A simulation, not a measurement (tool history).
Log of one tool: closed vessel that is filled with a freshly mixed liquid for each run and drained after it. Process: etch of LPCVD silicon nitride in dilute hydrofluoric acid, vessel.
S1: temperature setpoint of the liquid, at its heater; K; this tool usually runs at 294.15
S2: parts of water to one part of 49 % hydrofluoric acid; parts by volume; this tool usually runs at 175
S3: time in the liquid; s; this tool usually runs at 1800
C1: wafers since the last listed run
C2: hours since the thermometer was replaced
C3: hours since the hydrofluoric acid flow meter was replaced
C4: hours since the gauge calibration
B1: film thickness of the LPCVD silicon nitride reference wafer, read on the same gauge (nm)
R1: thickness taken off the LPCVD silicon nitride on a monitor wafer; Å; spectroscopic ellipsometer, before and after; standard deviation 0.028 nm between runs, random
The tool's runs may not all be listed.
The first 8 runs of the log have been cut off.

run   hour      S1   S2    S3    C1      C2     C3     C4      B1     R1
  9  177.0  294.15  175  1800   965  2074.5  240.3  889.5  77.179  42.58
 10  198.0  294.15  175  1800   665  2095.5  261.3  910.5  77.170  43.08
     212.1  -- gauge calibrated
 11  226.4  294.15  175  1800   899  2123.9  289.7   14.3  80.028  44.04
 12  244.0  294.15  175  1800   557  2141.5  307.3   31.9  79.848  44.02
 13  256.4  294.15  175  1800   392  2153.9  319.7   44.3  79.744  44.41
 14  286.8  294.15  110  1800   962  2184.3  350.1   74.7  79.486  68.65
 15  314.4  294.15  175  1800   874  2211.9  377.7  102.3  79.272  43.98
 16  331.6  290.15  175   795   544  2229.1  394.9  119.5  79.126  14.66
 17  354.2  294.15  175  1800   715  2251.7  417.5  142.1  78.982  43.62
     370.4  -- thermometer replaced
 18  388.2  299.15  210   905  1045    17.8  451.5  176.1  78.779  25.02
 19  456.5  298.65  175  2870  2163    86.1  519.8  244.4  78.411  92.43
 20  524.3  295.65  125   820  2147   153.9  587.6  312.2  78.107  29.91
 21  543.3  292.65  145  1800   601   172.9  606.6  331.2  78.029  46.58
 22  559.2  294.15  175  1800   503   188.8  622.5  347.1  77.951  42.91
 23  582.3  294.15  175  1800   731   211.9  645.6  370.2  77.919  43.22
     606.3  -- hydrofluoric acid flow meter replaced
 24  611.4  296.65  110  1180   889   241.0    5.1  399.3  77.790  52.48
 25  636.9  297.65  115  1390   807   266.5   30.6  424.8  77.723  62.38
 26  668.0  290.15  240  2485   984   297.6   61.7  455.9  77.641  33.32
 27  690.4  294.15  175   915   709   320.0   84.1  478.3  77.597  21.91
 28  707.9  290.15  220  1345   554   337.5  101.6  495.8  77.499  19.88
 29  782.2  290.65  240  2830  2353   411.8  175.9  570.1  77.345  39.37
 30  811.0  298.15  115  1305   912   440.6  204.7  598.9  77.297  60.66
 31  834.5  294.15  145  2285   744   464.1  228.2  622.4  77.268  66.12

Here are 5 independent what-if runs from the current tool condition. What would each one return?
  A  835.6  294.15  175  1800  34  465.2  229.3  623.5   ?   ?
  B  835.6  296.15  200  1800  34  465.2  229.3  623.5   ?   ?
  C  835.6  290.15  175  1800  34  465.2  229.3  623.5   ?   ?
  D  835.6  294.15  175  1290  34  465.2  229.3  623.5   ?   ?
  E  835.6  297.65  135  1490  34  465.2  229.3  623.5   ?   ?

run      B1     R1
  A  77.275  42.99
  B  77.275  42.92
  C  77.275  32.91
  D  77.275  30.81
  E  77.275  57.70
Had the tool no hidden state, the same runs would have come out as:
run     R1
  A  44.51
  B  44.44
  C  34.07
  D  31.90
  E  59.74
